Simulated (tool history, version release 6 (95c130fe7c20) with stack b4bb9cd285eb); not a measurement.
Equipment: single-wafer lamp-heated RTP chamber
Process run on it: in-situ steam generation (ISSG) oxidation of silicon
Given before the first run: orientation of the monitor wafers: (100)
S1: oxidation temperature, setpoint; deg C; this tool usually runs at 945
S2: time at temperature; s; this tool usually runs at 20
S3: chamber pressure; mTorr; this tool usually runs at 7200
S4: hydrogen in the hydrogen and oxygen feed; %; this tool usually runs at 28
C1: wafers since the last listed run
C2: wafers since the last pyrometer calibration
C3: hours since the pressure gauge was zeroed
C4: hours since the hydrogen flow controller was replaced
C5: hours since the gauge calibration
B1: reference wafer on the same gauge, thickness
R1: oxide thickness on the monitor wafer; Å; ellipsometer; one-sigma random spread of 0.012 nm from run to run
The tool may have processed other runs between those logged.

run   hour   S1  S2    S3  S4   C1    C2      C3      C4     C5     B1     R1
  1      0  945  20  7200  28    0  7256  4593.9  4890.6  520.6  5.922  52.53
  2   58.2  945  20  7200  28  669  7925  4652.1  4948.8  578.8  5.921  52.75
     112.7  -- pyrometer window cleaned and pyrometer calibrated
  3  114.5  945  20  7200  28  555    20  4708.4  5005.1  635.1  5.918  51.69
  4  152.1  945  20  7200  28  432   453    4746  5042.7  672.7  5.919   51.4
  5  215.5  945  20  7200  28  729  1183  4809.4  5106.1  736.1  5.923  51.75
  6  270.3  945  20  7200  28  630  1813  4864.2  5160.9  790.9  5.922  51.81
  7  318.7  945  20  7200  28  557  2370  4912.6  5209.3  839.3  5.919     52
  8    363  945  20  7200  28  509  2880  4956.9  5253.6  883.6  5.918  51.82
  9  405.3  945  20  7200  28  486  3367  4999.2  5295.9  925.9  5.919  52.05
       429  -- gauge calibrated
     431.1  -- pressure gauge zeroed
 10    436  945  20  7200  28  261  3628     4.9  5326.6      7  5.919  52.23
 11  500.8  957  20  8100  28  745  4374    69.7  5391.4   71.8  5.918  54.26
       544  -- hydrogen flow controller replaced
 12  553.4  945  27  7700  28  513  4887   122.3     9.4  124.4  5.922  59.08
 13  620.2  963  24  6900  21  768  5656   189.1    76.2  191.2  5.919  55.63
 14  681.9  945  20  6900  28  710  6366   250.8   137.9  252.9  5.917  52.45
 15  730.7  945  14  8500  28  561  6928   299.6   186.7  301.7  5.918  45.75
     782.2  -- pyrometer window cleaned and pyrometer calibrated
 16  782.7  945  20  7200  28  506     5   351.6   238.7  353.7  5.919  51.63
 17  842.6  945  26  8500  28  689   694   411.5   298.6  413.6  5.924  57.07
 18  875.7  945  23  7200  28  380  1075   444.6   331.7  446.7  5.915  54.54
 19  926.5  945  20  7200  28  584  1660   495.4   382.5  497.5   5.92  51.89
 20  995.2  945  20  7200  28  790  2450   564.1   451.2  566.2  5.917  51.81

Below, some changes in R1 between adjacent runs. For each, the amount present without the hidden state too (settings, incoming material, random variation) and the amount remaining for the hidden state with gauge scatter not shared by both compared results:
What the log doesn't record here: true wafer temperature minus pyrometer reading, K; true pressure minus gauge reading, Torr; deviation of the hydrogen flow from its setpoint, %; gauge reads high (%).
Run 2 -> 3: pyrometer window cleaned and pyrometer calibrated. R1 -1.06 Å: hidden state -1.1, all else +0.04.
Run 14 -> 15: S2 20 -> 14, S3 6900 -> 8500. R1 -6.7 Å: hidden state -0.18, all else -6.52.
Run 15 -> 16: S2 14 -> 20, S3 8500 -> 7200, pyrometer window cleaned and pyrometer calibrated. R1 +5.88 Å: hidden state -0.74, all else +6.62.

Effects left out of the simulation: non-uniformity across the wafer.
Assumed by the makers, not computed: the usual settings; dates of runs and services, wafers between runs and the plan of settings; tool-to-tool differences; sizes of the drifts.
